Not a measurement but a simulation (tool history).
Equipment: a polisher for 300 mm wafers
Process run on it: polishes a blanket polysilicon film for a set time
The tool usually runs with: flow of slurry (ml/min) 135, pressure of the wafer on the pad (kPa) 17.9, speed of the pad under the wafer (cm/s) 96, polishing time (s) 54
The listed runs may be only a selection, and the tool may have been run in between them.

| run | hour | flow of slurry (ml/min) | pressure of the wafer on the pad (kPa) | speed of the pad under the wafer (cm/s) | polishing time (s) | wafers since the last listed run | wafers polished on this pad | hours since the slurry nozzle was cleaned | hours since the head pressure was calibrated | incoming thickness of the incoming film, nm | film removed (angstrom) |
|---|---|---|---|---|---|---|---|---|---|---|---|
| 1 | 0 | 135 | 17.9 | 96 | 54 | 0 | 1781 | 41.5 | 323.3 | 1464.6 | 3185 |
| 2 | 48.9 | 135 | 17.9 | 96 | 54 | 646 | 2427 | 90.4 | 372.2 | 1483.5 | 3156 |
| 3 | 78.8 | 135 | 13.8 | 96 | 54 | 395 | 2822 | 120.3 | 402.1 | 1443 | 2504 |
| 4 | 143.1 | 135 | 13.8 | 96 | 54 | 849 | 3672 | 184.6 | 466.4 | 1463.7 | 2478 |
| 5 | 174.1 | 135 | 17.9 | 96 | 54 | 409 | 4082 | 215.6 | 497.4 | 1435.7 | 3139 |
| 6 | 239.1 | 135 | 17.9 | 96 | 54 | 859 | 4941 | 280.6 | 562.4 | 1448.4 | 3068 |
|  | 258.8 | worn pad replaced by a new one |
|  | 270.4 | head pressure recalibrated |
| 7 | 290.3 | 135 | 15.9 | 96 | 54 | 597 | 389 | 331.8 | 19.9 | 1482.8 | 2739 |
|  | 304.6 | slurry nozzle cleaned |
| 8 | 338 | 135 | 15.9 | 96 | 54 | 617 | 1006 | 33.4 | 67.6 | 1469.4 | 2591 |
| 9 | 369 | 135 | 15.9 | 96 | 54 | 409 | 1416 | 64.4 | 98.6 | 1457.2 | 2509 |
| 10 | 433.9 | 135 | 17.9 | 96 | 54 | 857 | 2274 | 129.3 | 163.5 | 1448.1 | 2737 |
| 11 | 478.1 | 135 | 17.9 | 96 | 54 | 584 | 2858 | 173.5 | 207.7 | 1471.4 | 2646 |
| 12 | 519 | 135 | 20 | 96 | 54 | 540 | 3398 | 214.4 | 248.6 | 1473.3 | 2895 |
| 13 | 555.6 | 135 | 20 | 96 | 54 | 483 | 3882 | 251 | 285.2 | 1433 | 2867 |
|  | 587.7 | worn pad replaced by a new one |
| 14 | 614.1 | 135 | 20 | 96 | 54 | 720 | 349 | 309.5 | 343.7 | 1456.3 | 2859 |
|  | 748.4 | slurry nozzle cleaned, repeated, since the last time left the tool worse |
| 15 | 764.2 | 135 | 17.9 | 96 | 54 | 1970 | 2319 | 15.8 | 493.8 | 1480.5 | 3206 |
| 16 | 803.2 | 135 | 17.9 | 96 | 54 | 515 | 2835 | 54.8 | 532.8 | 1476.5 | 3206 |
|  | 831.3 | head pressure recalibrated |
| 17 | 866 | 135 | 17.9 | 96 | 54 | 803 | 3638 | 117.6 | 34.7 | 1489.6 | 3152 |
| 18 | 904.5 | 135 | 17.9 | 96 | 54 | 508 | 4147 | 156.1 | 73.2 | 1477.7 | 3123 |
|  | 911.6 | worn pad replaced by a new one |
| 19 | 985 | 155 | 15.2 | 96 | 72 | 1011 | 970 | 236.6 | 153.7 | 1448.1 | 3700 |
| 20 | 1055 | 115 | 13.1 | 72 | 69 | 925 | 1895 | 306.6 | 223.7 | 1463.9 | 2140 |
|  | 1084.3 | slurry nozzle cleaned |
| 21 | 1102.1 | 135 | 17.9 | 96 | 54 | 609 | 2504 | 17.8 | 270.8 | 1455.4 | 3222 |
| 22 | 1170.8 | 120 | 15.2 | 96 | 54 | 907 | 3412 | 86.5 | 339.5 | 1468.5 | 2642 |
| 23 | 1223.7 | 135 | 17.9 | 96 | 54 | 699 | 4111 | 139.4 | 392.4 | 1488.6 | 3100 |
| 24 | 1279.4 | 135 | 17.9 | 96 | 54 | 736 | 4847 | 195.1 | 448.1 | 1443.8 | 3081 |
| 25 | 1327.1 | 155 | 17.9 | 128 | 54 | 630 | 5478 | 242.8 | 495.8 | 1478.8 | 4203 |
|  | 1337.7 | worn pad replaced by a new one |
| 26 | 1376.4 | 135 | 17.9 | 72 | 48 | 598 | 510 | 292.1 | 545.1 | 1480.9 | 2075 |
|  | 1422.7 | head pressure recalibrated |
|  | 1425.8 | slurry nozzle cleaned |
| 27 | 1433.9 | 120 | 17.9 | 78 | 54 | 720 | 1231 | 8.1 | 11.2 | 1439.9 | 2542 |
| 28 | 1488.7 | 135 | 17.9 | 96 | 54 | 724 | 1955 | 62.9 | 66 | 1468.2 | 3172 |
| 29 | 1518.7 | 135 | 17.9 | 76 | 54 | 396 | 2351 | 92.9 | 96 | 1471.4 | 2521 |
| 30 | 1580.4 | 110 | 20.7 | 74 | 54 | 815 | 3167 | 154.6 | 157.7 | 1449.1 | 2590 |
| 31 | 1624.8 | 135 | 17.9 | 96 | 66 | 586 | 3754 | 199 | 202.1 | 1439 | 3826 |
| 32 | 1684.3 | 155 | 17.9 | 84 | 54 | 786 | 4540 | 258.5 | 261.6 | 1456.6 | 2819 |
| 33 | 1723.4 | 135 | 17.9 | 96 | 54 | 516 | 5057 | 297.6 | 300.7 | 1491.7 | 3072 |
| 34 | 1761.1 | 135 | 17.9 | 96 | 54 | 498 | 5555 | 335.3 | 338.4 | 1483.1 | 3059 |
|  | 1766.3 | worn pad replaced by a new one |
| 35 | 1798.5 | 135 | 13.1 | 96 | 72 | 441 | 425 | 372.7 | 375.8 | 1457.4 | 3114 |
|  | 1818.1 | slurry nozzle cleaned |
| 36 | 1832.8 | 135 | 17.9 | 76 | 54 | 440 | 865 | 14.7 | 410.1 | 1463 | 2561 |
| 37 | 1892 | 135 | 17.9 | 96 | 64 | 782 | 1648 | 73.9 | 469.3 | 1459.8 | 3710 |

Some steps in film removed (angstrom), run to run, broken into two amounts with sign: the step expected even without the hidden condition (settings, incoming material, random variation), and the rest, left for the hidden condition together with whatever gauge scatter is not in both the measured and the hidden-condition-free result:
Hidden state at play: removal rate lost through wear of the pad, %; slurry flow missing at the pad, %; deviation of the head's pressure from its setpoint, %.
Run 7 -> 8: slurry nozzle cleaned. film removed (angstrom) -148: hidden state -182, all else +34.
Run 9 -> 10: pressure of the wafer on the pad (kPa) 15.9 -> 17.9. film removed (angstrom) +228: hidden state -150, all else +378.
Run 14 -> 15: pressure of the wafer on the pad (kPa) 20 -> 17.9, slurry nozzle cleaned, repeated, since the last time left the tool worse. film removed (angstrom) +347: hidden state +724, all else -377.
Run 19 -> 20: flow of slurry (ml/min) 155 -> 115, pressure of the wafer on the pad (kPa) 15.2 -> 13.1, speed of the pad under the wafer (cm/s) 96 -> 72, polishing time (s) 72 -> 69. film removed (angstrom) -1560: hidden state +22, all else -1582.
Run 25 -> 26: flow of slurry (ml/min) 155 -> 135, speed of the pad under the wafer (cm/s) 128 -> 72, polishing time (s) 54 -> 48, worn pad replaced by a new one. film removed (angstrom) -2128: hidden state +82, all else -2210.
Run 30 -> 31: flow of slurry (ml/min) 110 -> 135, pressure of the wafer on the pad (kPa) 20.7 -> 17.9, speed of the pad under the wafer (cm/s) 74 -> 96, polishing time (s) 54 -> 66. film removed (angstrom) +1236: hidden state -47, all else +1283.
